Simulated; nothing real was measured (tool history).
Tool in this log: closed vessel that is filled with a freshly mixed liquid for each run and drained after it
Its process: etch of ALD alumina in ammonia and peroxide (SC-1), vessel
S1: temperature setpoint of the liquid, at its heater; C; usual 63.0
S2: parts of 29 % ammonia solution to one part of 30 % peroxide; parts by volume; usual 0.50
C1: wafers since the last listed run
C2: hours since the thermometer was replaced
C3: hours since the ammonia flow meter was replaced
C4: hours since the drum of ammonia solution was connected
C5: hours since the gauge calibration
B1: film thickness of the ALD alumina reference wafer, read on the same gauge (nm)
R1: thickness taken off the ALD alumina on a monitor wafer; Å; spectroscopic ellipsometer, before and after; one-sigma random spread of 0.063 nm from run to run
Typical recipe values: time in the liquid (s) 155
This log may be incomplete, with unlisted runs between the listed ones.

run 1 day=0.000 | S1=63.0 S2=0.50 time_in_the_liquid_(s)=155 | C1=0 C2=755.8 C3=11.0 C4=154.0 C5=629.1 | B1=139.99 | R1=104.6
run 2 day=3.350 | S1=63.0 S2=0.50 time_in_the_liquid_(s)=155 | C1=7889 C2=836.2 C3=91.4 C4=234.4 C5=709.5 | B1=139.98 | R1=104.6
run 3 day=5.733 | S1=63.0 S2=0.50 time_in_the_liquid_(s)=155 | C1=5612 C2=893.4 C3=148.6 C4=291.6 C5=766.7 | B1=140.00 | R1=103.7
run 4 day=9.083 | S1=63.0 S2=0.50 time_in_the_liquid_(s)=155 | C1=7889 C2=973.8 C3=229.0 C4=372.0 C5=847.1 | B1=140.04 | R1=103.7
run 5 day=11.221 | S1=63.0 S2=0.50 time_in_the_liquid_(s)=155 | C1=5033 C2=1025.1 C3=280.3 C4=423.3 C5=898.4 | B1=139.99 | R1=104.3
run 6 day=24.321 | S1=63.0 S2=0.50 time_in_the_liquid_(s)=220 | C1=30849 C2=1339.5 C3=594.7 C4=737.7 C5=1212.8 | B1=140.01 | R1=144.6
run 7 day=26.000 | S1=63.0 S2=0.50 time_in_the_liquid_(s)=220 | C1=3954 C2=1379.8 C3=635.0 C4=778.0 C5=1253.1 | B1=140.02 | R1=147.2
-- day=28.333 new drum of ammonia solution connected
run 8 day=28.558 | S1=59.0 S2=0.50 time_in_the_liquid_(s)=155 | C1=5926 C2=1441.2 C3=696.4 C4=5.4 C5=1314.5 | B1=139.94 | R1=83.6
-- day=30.892 ammonia flow meter replaced
run 9 day=31.112 | S1=59.0 S2=0.50 time_in_the_liquid_(s)=155 | C1=5916 C2=1502.5 C3=5.3 C4=66.7 C5=1375.8 | B1=139.97 | R1=83.3
run 10 day=35.571 | S1=59.0 S2=0.50 time_in_the_liquid_(s)=155 | C1=10499 C2=1609.5 C3=112.3 C4=173.7 C5=1482.8 | B1=140.00 | R1=83.0
run 11 day=37.633 | S1=65.5 S2=0.50 time_in_the_liquid_(s)=175 | C1=4857 C2=1659.0 C3=161.8 C4=223.2 C5=1532.3 | B1=140.00 | R1=129.2
run 12 day=39.312 | S1=65.5 S2=0.50 time_in_the_liquid_(s)=175 | C1=3954 C2=1699.3 C3=202.1 C4=263.5 C5=1572.6 | B1=140.04 | R1=129.8
run 13 day=41.304 | S1=54.5 S2=0.60 time_in_the_liquid_(s)=110 | C1=4690 C2=1747.1 C3=249.9 C4=311.3 C5=1620.4 | B1=140.01 | R1=47.4
run 14 day=44.567 | S1=63.0 S2=0.50 time_in_the_liquid_(s)=155 | C1=7682 C2=1825.4 C3=328.2 C4=389.6 C5=1698.7 | B1=139.95 | R1=101.3
run 15 day=47.992 | S1=63.0 S2=0.50 time_in_the_liquid_(s)=155 | C1=8065 C2=1907.6 C3=410.4 C4=471.8 C5=1780.9 | B1=139.99 | R1=100.0
run 16 day=50.450 | S1=63.0 S2=0.25 time_in_the_liquid_(s)=155 | C1=5789 C2=1966.6 C3=469.4 C4=530.8 C5=1839.9 | B1=140.06 | R1=94.2
run 17 day=52.975 | S1=63.0 S2=0.50 time_in_the_liquid_(s)=155 | C1=5946 C2=2027.2 C3=530.0 C4=591.4 C5=1900.5 | B1=140.01 | R1=101.0
run 18 day=56.867 | S1=69.5 S2=0.65 time_in_the_liquid_(s)=185 | C1=9164 C2=2120.6 C3=623.4 C4=684.8 C5=1993.9 | B1=140.01 | R1=168.8
-- day=58.996 new drum of ammonia solution connected
run 19 day=59.871 | S1=54.5 S2=0.65 time_in_the_liquid_(s)=115 | C1=6976 C2=2192.7 C3=695.5 C4=21.0 C5=2066.0 | B1=140.01 | R1=49.1
-- day=62.088 gauge calibrated
-- day=62.321 thermometer replaced
-- day=65.217 ammonia flow meter replaced
run 20 day=69.388 | S1=55.0 S2=0.40 time_in_the_liquid_(s)=245 | C1=22214 C2=169.6 C3=100.1 C4=249.4 C5=175.2 | B1=139.97 | R1=108.5
run 21 day=73.404 | S1=63.0 S2=0.40 time_in_the_liquid_(s)=245 | C1=9459 C2=266.0 C3=196.5 C4=345.8 C5=271.6 | B1=139.99 | R1=165.2
run 22 day=76.542 | S1=63.0 S2=0.50 time_in_the_liquid_(s)=155 | C1=7388 C2=341.3 C3=271.8 C4=421.1 C5=346.9 | B1=140.01 | R1=106.5
run 23 day=79.683 | S1=60.0 S2=0.60 time_in_the_liquid_(s)=155 | C1=7398 C2=416.7 C3=347.2 C4=496.5 C5=422.3 | B1=139.97 | R1=92.9
run 24 day=83.850 | S1=66.0 S2=0.40 time_in_the_liquid_(s)=155 | C1=9812 C2=516.7 C3=447.2 C4=596.5 C5=522.3 | B1=140.05 | R1=120.7

Predict each of these 5 candidate next runs independently; none follows another, all start after run 24:
run A day=83.879 | S1=63.0 S2=0.65 time_in_the_liquid_(s)=155 | C1=68 C2=517.4 C3=447.9 C4=597.2 C5=523.0 | B1=? | R1=?
run B day=83.879 | S1=70.0 S2=0.50 time_in_the_liquid_(s)=155 | C1=68 C2=517.4 C3=447.9 C4=597.2 C5=523.0 | B1=? | R1=?
run C day=83.879 | S1=63.0 S2=0.70 time_in_the_liquid_(s)=180 | C1=68 C2=517.4 C3=447.9 C4=597.2 C5=523.0 | B1=? | R1=?
run D day=83.879 | S1=63.0 S2=0.40 time_in_the_liquid_(s)=105 | C1=68 C2=517.4 C3=447.9 C4=597.2 C5=523.0 | B1=? | R1=?
run E day=83.879 | S1=58.0 S2=0.50 time_in_the_liquid_(s)=155 | C1=68 C2=517.4 C3=447.9 C4=597.2 C5=523.0 | B1=? | R1=?

run=A B1=140.00 R1=108.2
run=B B1=140.00 R1=149.0
run=C B1=140.00 R1=126.5
run=D B1=140.00 R1=70.0
run=E B1=140.00 R1=81.7
Stripped of hidden state, with their random variation kept, the same runs would have yielded:
run=A R1=110.0
run=B R1=151.4
run=C R1=128.7
run=D R1=71.2
run=E R1=83.1
